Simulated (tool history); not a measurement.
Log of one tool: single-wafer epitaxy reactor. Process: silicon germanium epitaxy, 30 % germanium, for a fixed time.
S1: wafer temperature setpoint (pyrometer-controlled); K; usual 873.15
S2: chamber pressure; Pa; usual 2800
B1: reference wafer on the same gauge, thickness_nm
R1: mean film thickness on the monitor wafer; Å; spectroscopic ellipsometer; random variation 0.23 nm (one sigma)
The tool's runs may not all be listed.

run,hour,S1,S2,B1,R1
1,0.0,873.15,2573,66.898,585.73
2,29.7,873.15,2573,66.885,581.52
3,49.0,873.15,2573,66.913,577.22
4,70.3,866.15,2800,66.920,524.95
5,91.1,866.15,2800,66.882,524.76
6,103.2,866.15,2800,66.899,528.03
7,168.0,865.15,2800,66.892,517.10
8,186.2,863.15,2626,67.009,477.59
9,205.2,863.15,2626,66.860,483.29
10,234.5,863.15,2626,66.864,480.76
# hour 254.2: gauge calibrated
11,264.5,877.15,2440,66.971,611.73
12,280.4,867.15,3226,66.833,570.25
13,297.6,865.15,3146,66.924,542.10
14,329.8,873.15,2573,66.926,580.17
# hour 347.7: pyrometer calibrated
15,378.1,862.15,2426,66.877,467.33
16,396.8,878.15,3266,66.855,720.18
17,412.8,865.15,2533,66.819,503.94
18,440.4,864.15,3080,66.870,532.84
# hour 470.6: showerhead replaced, of another model than before
# hour 484.9: capacitance manometer re-zeroed and calibrated
19,493.3,878.15,2800,66.880,669.47
20,524.7,868.15,2560,66.874,514.66
21,543.2,860.15,3306,66.971,527.00
22,557.0,866.15,2800,66.934,534.99
23,585.9,869.15,2240,66.827,464.62
24,599.4,878.15,2280,66.921,562.47
25,617.5,880.15,2200,66.881,565.96
26,643.8,873.15,2800,66.891,607.14
27,675.3,888.15,3080,66.933,862.37
28,707.7,864.15,3000,66.921,534.94
29,728.3,873.15,3173,66.916,663.40
30,747.8,867.15,3266,66.946,599.97
31,765.8,867.15,2306,66.848,460.08
32,854.8,869.15,2800,66.890,561.05
33,867.9,867.15,3266,66.942,601.32
34,881.8,860.15,2253,66.853,391.47

Forecast each of these 5 alternatives for the next run:
A,882.2,873.15,2480,?,?
B,882.2,868.15,2413,?,?
C,882.2,885.15,2800,?,?
D,882.2,887.15,3040,?,?
E,882.2,861.15,3173,?,?

run,B1,R1
A,66.962,549.16
B,66.962,487.38
C,66.962,757.74
D,66.962,834.38
E,66.962,523.39
Without the tool's hidden state the same runs would have given:
run,R1
A,556.56
B,494.02
C,767.65
D,845.24
E,530.64
